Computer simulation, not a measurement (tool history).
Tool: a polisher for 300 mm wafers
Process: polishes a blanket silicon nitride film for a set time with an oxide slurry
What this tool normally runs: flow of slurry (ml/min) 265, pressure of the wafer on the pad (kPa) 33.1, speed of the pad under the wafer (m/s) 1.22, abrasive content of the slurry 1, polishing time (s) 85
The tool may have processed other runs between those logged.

run,hour,flow of slurry (ml/min),pressure of the wafer on the pad (kPa),speed of the pad under the wafer (m/s),abrasive content of the slurry,polishing time (s),"incoming thickness of the incoming film, nm",film removed (Å)
1,0,310,33.1,1.22,1,85,498.9,1006
# hour 18.1: slurry blender recalibrated
2,29.5,265,33.1,1.5,1,85,493,1179
3,81.5,265,33.1,1.5,1,85,506.5,1171
4,149.8,265,33.1,1.22,1.2,85,500.8,1084
# hour 249.6: worn pad replaced by a new one
# hour 315.2: slurry nozzle cleaned
5,332.6,265,33.1,1.22,1.2,85,489.2,1049
6,369.1,265,33.1,1.22,1.2,85,495.9,1031
# hour 378.6: conditioning disc replaced and pad reconditioned
# hour 381.4: slurry blender recalibrated
7,411.3,265,33.1,1.22,1,85,507.3,986
8,480.6,265,33.1,1.22,1,68,495.8,765
# hour 522.4: worn pad replaced by a new one
# hour 536: head pressure recalibrated
9,546.4,265,33.1,1.22,1,70,500.2,801
# hour 660.1: slurry blender recalibrated
# hour 679.5: slurry nozzle cleaned, repeated, since the last time left the tool worse
10,736.3,265,33.1,1.22,1,70,496.2,839
# hour 762.8: conditioning disc replaced and pad reconditioned
11,772,265,33.1,1.22,1,70,496.2,843
12,807.7,265,33.1,1.22,0.95,85,507.5,975
# hour 818.4: worn pad replaced by a new one
13,852.7,265,33.1,1.22,1,85,503.6,1010
14,897.4,325,37.2,1.22,1,85,493.9,1163
# hour 975.3: slurry blender recalibrated
15,985.4,230,33.1,1.42,1.2,85,498.8,1181
# hour 1031.9: slurry nozzle cleaned
16,1039.7,305,33.1,0.9,1,85,500.2,788
17,1100.4,265,33.1,1.22,0.75,85,502.2,887
18,1156.5,265,33.1,1.22,1,100,492.6,1195
# hour 1169.6: worn pad replaced by a new one
# hour 1193.1: conditioning disc replaced and pad reconditioned
19,1228.1,265,33.1,1.22,1,115,497.8,1351
# hour 1306.3: slurry blender recalibrated
# hour 1373.2: slurry nozzle cleaned
20,1401.9,265,25.5,1.22,1.15,85,500.5,811
21,1430,265,33.1,1.22,0.8,85,501.6,927
22,1460.8,265,33.1,1.22,1,85,499.1,1013
# hour 1505.6: worn pad replaced by a new one
23,1519,220,37.9,0.82,1,85,507.4,812
24,1545.4,265,33.1,1.22,1,106,506.1,1291
# hour 1583.1: slurry blender recalibrated
25,1597.3,265,33.1,1.22,1,85,493.8,1023

Here are 3 independent what-if runs from the current tool condition. What would each one return?
A,1597.7,265,37.9,1.22,1,85,494.9,?
B,1597.7,295,33.1,1.22,1.25,85,494.9,?
C,1597.7,265,40.7,1.22,0.75,85,494.9,?

run,film removed (Å)
A,1134
B,1093
C,1075
Take away the tool's hidden state, keep each run's random variation, and the runs would have read:
run,film removed (Å)
A,1146
B,1103
C,1086
